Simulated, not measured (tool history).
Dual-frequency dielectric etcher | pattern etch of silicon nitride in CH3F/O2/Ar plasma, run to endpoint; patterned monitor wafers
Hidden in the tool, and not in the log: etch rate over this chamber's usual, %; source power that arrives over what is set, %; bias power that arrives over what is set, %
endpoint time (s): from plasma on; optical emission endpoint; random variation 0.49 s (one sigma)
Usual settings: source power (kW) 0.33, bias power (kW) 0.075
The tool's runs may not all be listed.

| run | hour | source power (kW) | bias power (kW) | wafers since the last listed run | hours since the last wet clean | hours since the last source power generator calibration | hours since the last bias power generator calibration | hours since the last upper electrode change | incoming incoming film thickness, nm | endpoint time (s) |
|---|---|---|---|---|---|---|---|---|---|---|
| 1 | 0 | 0.38 | 0.07 | 0 | 240.3 | 2639.8 | 2586.3 | 3168.6 | 37.39 | 58.3 |
| 2 | 57.7 | 0.38 | 0.07 | 826 | 298 | 2697.5 | 2644 | 3226.3 | 37.31 | 59.5 |
| 3 | 97.3 | 0.38 | 0.07 | 567 | 337.6 | 2737.1 | 2683.6 | 3265.9 | 37.37 | 58.8 |
| 4 | 135.1 | 0.29 | 0.075 | 541 | 375.4 | 2774.9 | 2721.4 | 3303.7 | 37.27 | 64.5 |
| 5 | 216.5 | 0.27 | 0.075 | 1166 | 456.8 | 2856.3 | 2802.8 | 3385.1 | 37.98 | 68 |
|  | 268.6 | wet clean of the chamber |
| 6 | 269.1 | 0.27 | 0.075 | 409 | 0.5 | 2908.9 | 2855.4 | 3437.7 | 37.36 | 63.4 |
| 7 | 336.9 | 0.33 | 0.075 | 971 | 68.3 | 2976.7 | 2923.2 | 3505.5 | 37.45 | 59.9 |
| 8 | 411.8 | 0.33 | 0.075 | 1073 | 143.2 | 3051.6 | 2998.1 | 3580.4 | 37.59 | 60.5 |
| 9 | 448.3 | 0.33 | 0.081 | 523 | 179.7 | 3088.1 | 3034.6 | 3616.9 | 37.28 | 58.9 |
| 10 | 506.6 | 0.33 | 0.081 | 835 | 238 | 3146.4 | 3092.9 | 3675.2 | 37.5 | 60.3 |
| 11 | 581 | 0.28 | 0.064 | 1066 | 312.4 | 3220.8 | 3167.3 | 3749.6 | 37.39 | 67.6 |
| 12 | 670.9 | 0.35 | 0.081 | 1288 | 402.3 | 3310.7 | 3257.2 | 3839.5 | 37.14 | 59 |
| 13 | 743.1 | 0.35 | 0.083 | 1034 | 474.5 | 3382.9 | 3329.4 | 3911.7 | 37.6 | 59.5 |
|  | 774.3 | wet clean of the chamber |
| 14 | 785.2 | 0.33 | 0.06 | 259 | 10.9 | 3425 | 3371.5 | 3953.8 | 37.3 | 62.6 |
| 15 | 890.4 | 0.29 | 0.089 | 1507 | 116.1 | 3530.2 | 3476.7 | 4059 | 37.79 | 61.3 |
| 16 | 976.4 | 0.27 | 0.09 | 1232 | 202.1 | 3616.2 | 3562.7 | 4145 | 37.27 | 62.8 |
|  | 1048.2 | source power generator calibrated |
| 17 | 1052.8 | 0.38 | 0.075 | 1037 | 278.5 | 4.6 | 3639.1 | 4221.4 | 37.21 | 57.8 |
|  | 1085.4 | upper electrode replaced, of another model than before |
|  | 1107.4 | bias power generator calibrated |
| 18 | 1144.5 | 0.26 | 0.075 | 912 | 370.2 | 96.3 | 37.1 | 59.1 | 37.43 | 71.8 |
|  | 1209 | wet clean of the chamber |
| 19 | 1235.5 | 0.27 | 0.09 | 960 | 26.5 | 187.3 | 128.1 | 150.1 | 37.26 | 64.4 |
| 20 | 1500.4 | 0.33 | 0.058 | 3796 | 291.4 | 452.2 | 393 | 415 | 37.74 | 67.7 |
| 21 | 1582.5 | 0.26 | 0.075 | 1176 | 373.5 | 534.3 | 475.1 | 497.1 | 37.42 | 72.1 |
| 22 | 1658.5 | 0.29 | 0.082 | 1089 | 449.5 | 610.3 | 551.1 | 573.1 | 37.35 | 66.2 |

Forecast each of these 4 alternatives for the next run:
| A | 1658.9 | 0.4 | 0.075 | 5 | 449.9 | 610.7 | 551.5 | 573.5 | 37.31 | ? |
| B | 1658.9 | 0.39 | 0.091 | 5 | 449.9 | 610.7 | 551.5 | 573.5 | 37.31 | ? |
| C | 1658.9 | 0.37 | 0.091 | 5 | 449.9 | 610.7 | 551.5 | 573.5 | 37.31 | ? |
| D | 1658.9 | 0.35 | 0.085 | 5 | 449.9 | 610.7 | 551.5 | 573.5 | 37.31 | ? |

| run | endpoint time (s) |
|---|---|
| A | 55.8 |
| B | 53.2 |
| C | 54.7 |
| D | 57.6 |
Without the tool's hidden state the same runs would have given:
| run | endpoint time (s) |
|---|---|
| A | 52.9 |
| B | 50.5 |
| C | 51.9 |
| D | 54.7 |

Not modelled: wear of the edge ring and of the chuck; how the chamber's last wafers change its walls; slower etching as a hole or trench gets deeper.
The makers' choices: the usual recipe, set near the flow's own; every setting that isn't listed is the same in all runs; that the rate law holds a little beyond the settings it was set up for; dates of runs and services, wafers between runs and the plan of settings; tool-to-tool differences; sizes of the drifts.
